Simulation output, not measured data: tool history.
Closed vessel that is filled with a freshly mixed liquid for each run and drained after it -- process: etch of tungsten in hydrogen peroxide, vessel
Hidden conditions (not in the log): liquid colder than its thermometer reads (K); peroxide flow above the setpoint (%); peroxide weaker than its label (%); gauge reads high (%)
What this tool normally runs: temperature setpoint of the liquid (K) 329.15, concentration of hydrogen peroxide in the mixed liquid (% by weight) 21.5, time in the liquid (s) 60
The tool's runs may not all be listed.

| run | hour | temperature setpoint of the liquid (K) | concentration of hydrogen peroxide in the mixed liquid (% by weight) | time in the liquid (s) | wafers since the last listed run | hours since the thermometer was replaced | hours since the peroxide flow meter was replaced | hours since the drum of peroxide was connected | hours since the gauge calibration | read-back film thickness of the tungsten reference wafer, read on the same gauge (nm) | thickness taken off the tungsten on a monitor wafer (angstrom) |
|---|---|---|---|---|---|---|---|---|---|---|---|
| 1 | 0 | 329.15 | 21.5 | 60 | 0 | 122.8 | 1009.3 | 568.9 | 2219.8 | 135.28 | 2216.6 |
| 2 | 94.3 | 329.15 | 21.5 | 60 | 12863 | 217.1 | 1103.6 | 663.2 | 2314.1 | 135.74 | 2221.4 |
|  | 95.4 | new drum of peroxide connected |
| 3 | 192.1 | 326.65 | 21.5 | 60 | 13204 | 314.9 | 1201.4 | 96.7 | 2411.9 | 136.26 | 1883.7 |
| 4 | 236 | 326.65 | 21.5 | 60 | 5988 | 358.8 | 1245.3 | 140.6 | 2455.8 | 136.49 | 1907.8 |
| 5 | 315.2 | 326.65 | 21.5 | 60 | 10803 | 438 | 1324.5 | 219.8 | 2535 | 136.96 | 1920.3 |
| 6 | 368.8 | 329.15 | 21.5 | 60 | 7311 | 491.6 | 1378.1 | 273.4 | 2588.6 | 137.21 | 2261.2 |
| 7 | 418.7 | 329.15 | 21.5 | 60 | 6806 | 541.5 | 1428 | 323.3 | 2638.5 | 137.53 | 2238.8 |
| 8 | 515 | 329.15 | 21.5 | 60 | 13136 | 637.8 | 1524.3 | 419.6 | 2734.8 | 138.13 | 2245 |
| 9 | 598.4 | 331.65 | 19.5 | 60 | 11376 | 721.2 | 1607.7 | 503 | 2818.2 | 138.66 | 2536.4 |
|  | 669.5 | peroxide flow meter replaced |
| 10 | 692 | 331.65 | 19.5 | 60 | 12631 | 814.8 | 22.5 | 596.6 | 2911.8 | 139.2 | 2516.8 |
|  | 699.7 | new drum of peroxide connected |
|  | 708 | gauge calibrated |
| 11 | 768 | 320.65 | 19.5 | 75 | 10230 | 890.8 | 98.5 | 68.3 | 60 | 129.8 | 1482.8 |
| 12 | 813 | 319.65 | 24 | 85 | 6138 | 935.8 | 143.5 | 113.3 | 105 | 129.85 | 1801.1 |
| 13 | 857.6 | 324.65 | 24.5 | 60 | 6083 | 980.4 | 188.1 | 157.9 | 149.6 | 129.79 | 1727.2 |
| 14 | 947.7 | 324.15 | 24.5 | 60 | 12290 | 1070.5 | 278.2 | 248 | 239.7 | 129.88 | 1685.4 |
| 15 | 1014.8 | 329.15 | 21.5 | 60 | 9153 | 1137.6 | 345.3 | 315.1 | 306.8 | 129.93 | 2088 |
| 16 | 1118.8 | 329.15 | 21.5 | 60 | 14186 | 1241.6 | 449.3 | 419.1 | 410.8 | 129.96 | 2124.8 |
| 17 | 1176.5 | 329.15 | 26.5 | 60 | 7870 | 1299.3 | 507 | 476.8 | 468.5 | 130.05 | 2349.5 |
|  | 1342.7 | thermometer replaced |
| 18 | 1399.9 | 329.15 | 21.5 | 40 | 30337 | 57.2 | 730.4 | 700.2 | 691.9 | 130.32 | 1432.8 |
|  | 1442.7 | new drum of peroxide connected |
| 19 | 1485.6 | 326.65 | 25 | 95 | 11554 | 142.9 | 816.1 | 42.9 | 777.6 | 130.48 | 3095.2 |
| 20 | 1531 | 329.15 | 21.5 | 60 | 6193 | 188.3 | 861.5 | 88.3 | 823 | 130.56 | 2091.2 |
| 21 | 1609.2 | 329.15 | 26.5 | 80 | 10667 | 266.5 | 939.7 | 166.5 | 901.2 | 130.72 | 3152.9 |
| 22 | 1672.8 | 334.65 | 26.5 | 60 | 8675 | 330.1 | 1003.3 | 230.1 | 964.8 | 130.84 | 3307.2 |
| 23 | 1757.2 | 329.15 | 24.5 | 30 | 11513 | 414.5 | 1087.7 | 314.5 | 1049.2 | 131.03 | 1131 |
| 24 | 1839.4 | 326.65 | 21.5 | 60 | 11213 | 496.7 | 1169.9 | 396.7 | 1131.4 | 131.21 | 1839.8 |
| 25 | 1922.2 | 329.15 | 21.5 | 70 | 11294 | 579.5 | 1252.7 | 479.5 | 1214.2 | 131.41 | 2496.2 |
| 26 | 2004.6 | 338.15 | 23.5 | 35 | 11240 | 661.9 | 1335.1 | 561.9 | 1296.6 | 131.62 | 2222.3 |
| 27 | 2070.1 | 329.15 | 23.5 | 60 | 8934 | 727.4 | 1400.6 | 627.4 | 1362.1 | 131.82 | 2249 |
| 28 | 2131.1 | 321.15 | 21.5 | 60 | 8321 | 788.4 | 1461.6 | 688.4 | 1423.1 | 132.04 | 1338.1 |
| 29 | 2203.1 | 329.15 | 23.5 | 30 | 9821 | 860.4 | 1533.6 | 760.4 | 1495.1 | 132.28 | 1125.6 |

What if the next run were any one of these 5? Each begins from the tool's condition after run 29:
| A | 2203.8 | 329.15 | 18.5 | 60 | 95 | 861.1 | 1534.3 | 761.1 | 1495.8 | ? | ? |
| B | 2203.8 | 336.15 | 21.5 | 35 | 95 | 861.1 | 1534.3 | 761.1 | 1495.8 | ? | ? |
| C | 2203.8 | 322.15 | 18 | 45 | 95 | 861.1 | 1534.3 | 761.1 | 1495.8 | ? | ? |
| D | 2203.8 | 329.15 | 27 | 60 | 95 | 861.1 | 1534.3 | 761.1 | 1495.8 | ? | ? |
| E | 2203.8 | 332.65 | 21.5 | 60 | 95 | 861.1 | 1534.3 | 761.1 | 1495.8 | ? | ? |

| run | read-back film thickness of the tungsten reference wafer, read on the same gauge (nm) | thickness taken off the tungsten on a monitor wafer (angstrom) |
|---|---|---|
| A | 132.27 | 2016.2 |
| B | 132.27 | 1898.7 |
| C | 132.27 | 978.7 |
| D | 132.27 | 2435.8 |
| E | 132.27 | 2665.5 |
Take away the tool's hidden state, keep each run's random variation, and the runs would have read:
| run | thickness taken off the tungsten on a monitor wafer (angstrom) |
|---|---|
| A | 1981.3 |
| B | 1865.8 |
| C | 961.8 |
| D | 2393.5 |
| E | 2619.3 |

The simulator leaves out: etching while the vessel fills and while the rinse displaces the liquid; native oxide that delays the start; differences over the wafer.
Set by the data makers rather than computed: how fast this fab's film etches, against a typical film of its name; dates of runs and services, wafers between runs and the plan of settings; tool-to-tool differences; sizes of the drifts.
